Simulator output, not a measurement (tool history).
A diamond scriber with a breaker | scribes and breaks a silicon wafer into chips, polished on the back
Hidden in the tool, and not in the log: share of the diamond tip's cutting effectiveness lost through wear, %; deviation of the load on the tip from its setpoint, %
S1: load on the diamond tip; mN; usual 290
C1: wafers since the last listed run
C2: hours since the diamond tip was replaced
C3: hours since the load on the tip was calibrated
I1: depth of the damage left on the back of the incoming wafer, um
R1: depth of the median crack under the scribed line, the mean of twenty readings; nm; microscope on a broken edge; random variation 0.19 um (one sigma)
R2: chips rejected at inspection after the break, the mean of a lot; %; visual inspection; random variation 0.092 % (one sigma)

Run 1, hour 0: usual settings; C1 0; C2 357.2; C3 640.7; I1 0.03. Result: R1 12420 nm, R2 2.04 %.
At hour 3.5: load on the tip recalibrated.
Run 2, hour 41.5: usual settings; C1 139; C2 398.7; C3 38; I1 0.04. Result: R1 11340 nm, R2 5.52 %.
Run 3, hour 94.5: usual settings; C1 187; C2 451.7; C3 91; I1 0.04. Result: R1 11190 nm, R2 5.8 %.
Run 4, hour 142.1: usual settings; C1 168; C2 499.3; C3 138.6; I1 0.02. Result: R1 11380 nm, R2 6.11 %.
Run 5, hour 204.9: usual settings but S1 255 mN; C1 222; C2 562.1; C3 201.4; I1 0.03. Result: R1 10230 nm, R2 13.58 %.
Run 6, hour 240: usual settings but S1 255 mN; C1 124; C2 597.2; C3 236.5; I1 0.05. Result: R1 10390 nm, R2 11.77 %.
Run 7, hour 297.4: usual settings but S1 341 mN; C1 203; C2 654.6; C3 293.9; I1 0.05. Result: R1 12730 nm, R2 1.87 %.
Run 8, hour 368.8: usual settings but S1 341 mN; C1 252; C2 726; C3 365.3; I1 0.01. Result: R1 12420 nm, R2 1.68 %.
Run 9, hour 415.3: usual settings but S1 341 mN; C1 164; C2 772.5; C3 411.8; I1 0.02. Result: R1 12610 nm, R2 1.76 %.
Run 10, hour 474.6: usual settings but S1 337 mN; C1 209; C2 831.8; C3 471.1; I1 0.03. Result: R1 12610 nm, R2 1.68 %.
Run 11, hour 516.1: usual settings but S1 337 mN; C1 146; C2 873.3; C3 512.6; I1 0.05. Result: R1 12760 nm, R2 1.86 %.
Run 12, hour 545.6: usual settings but S1 365 mN; C1 104; C2 902.8; C3 542.1; I1 0.02. Result: R1 13040 nm, R2 1.95 %.
At hour 568.7: load on the tip recalibrated.
Run 13, hour 597.8: usual settings but S1 259 mN; C1 177; C2 955; C3 29.1; I1 0.04. Result: R1 9860 nm, R2 14.64 %.
Run 14, hour 658.7: usual settings but S1 244 mN; C1 215; C2 1015.9; C3 90; I1 0.04. Result: R1 9820 nm, R2 18.3 %.
Run 15, hour 694.7: usual settings but S1 341 mN; C1 127; C2 1051.9; C3 126; I1 0.03. Result: R1 12170 nm, R2 2.75 %.
At hour 709.8: diamond tip replaced by a new one.
Run 16, hour 731.8: usual settings; C1 124; C2 22; C3 163.1; I1 0.04. Result: R1 13170 nm, R2 1.71 %.
Run 17, hour 799.6: usual settings but S1 251 mN; C1 240; C2 89.8; C3 230.9; I1 0.02. Result: R1 11460 nm, R2 4.27 %.
Run 18, hour 825.9: usual settings; C1 93; C2 116.1; C3 257.2; I1 0.02. Result: R1 13060 nm, R2 1.77 %.
Run 19, hour 876.7: usual settings but S1 369 mN; C1 179; C2 166.9; C3 308; I1 0.03. Result: R1 14960 nm, R2 5.22 %.
Run 20, hour 919: usual settings but S1 321 mN; C1 149; C2 209.2; C3 350.3; I1 0.01. Result: R1 13300 nm, R2 1.84 %.
Run 21, hour 968: usual settings but S1 357 mN; C1 173; C2 258.2; C3 399.3; I1 0.04. Result: R1 14140 nm, R2 3.75 %.
Run 22, hour 1023.1: usual settings but S1 313 mN; C1 195; C2 313.3; C3 454.4; I1 0.03. Result: R1 13120 nm, R2 1.59 %.
Run 23, hour 1082.7: usual settings but S1 234 mN; C1 211; C2 372.9; C3 514; I1 0.02. Result: R1 10700 nm, R2 10.15 %.

4 ways to go on from here, each from the tool as it stands after run 23. What would each give?
Run A, hour 1083.2: usual settings; C1 1; C2 373.4; C3 514.5; I1 0.01. Result: R1 ?, R2 ?.
Run B, hour 1083.2: usual settings but S1 374 mN; C1 1; C2 373.4; C3 514.5; I1 0.01. Result: R1 ?, R2 ?.
Run C, hour 1083.2: usual settings but S1 367 mN; C1 1; C2 373.4; C3 514.5; I1 0.01. Result: R1 ?, R2 ?.
Run D, hour 1083.2: usual settings but S1 265 mN; C1 1; C2 373.4; C3 514.5; I1 0.01. Result: R1 ?, R2 ?.

run     R1    R2
  A  12250  2.34
  B  14570  4.59
  C  14380  3.99
  D  11520  4.61
Without the tool's hidden state the same runs would have given:
run     R1    R2
  A  12960  1.66
  B  15410  7.96
  C  15210  7.08
  D  12190  2.48
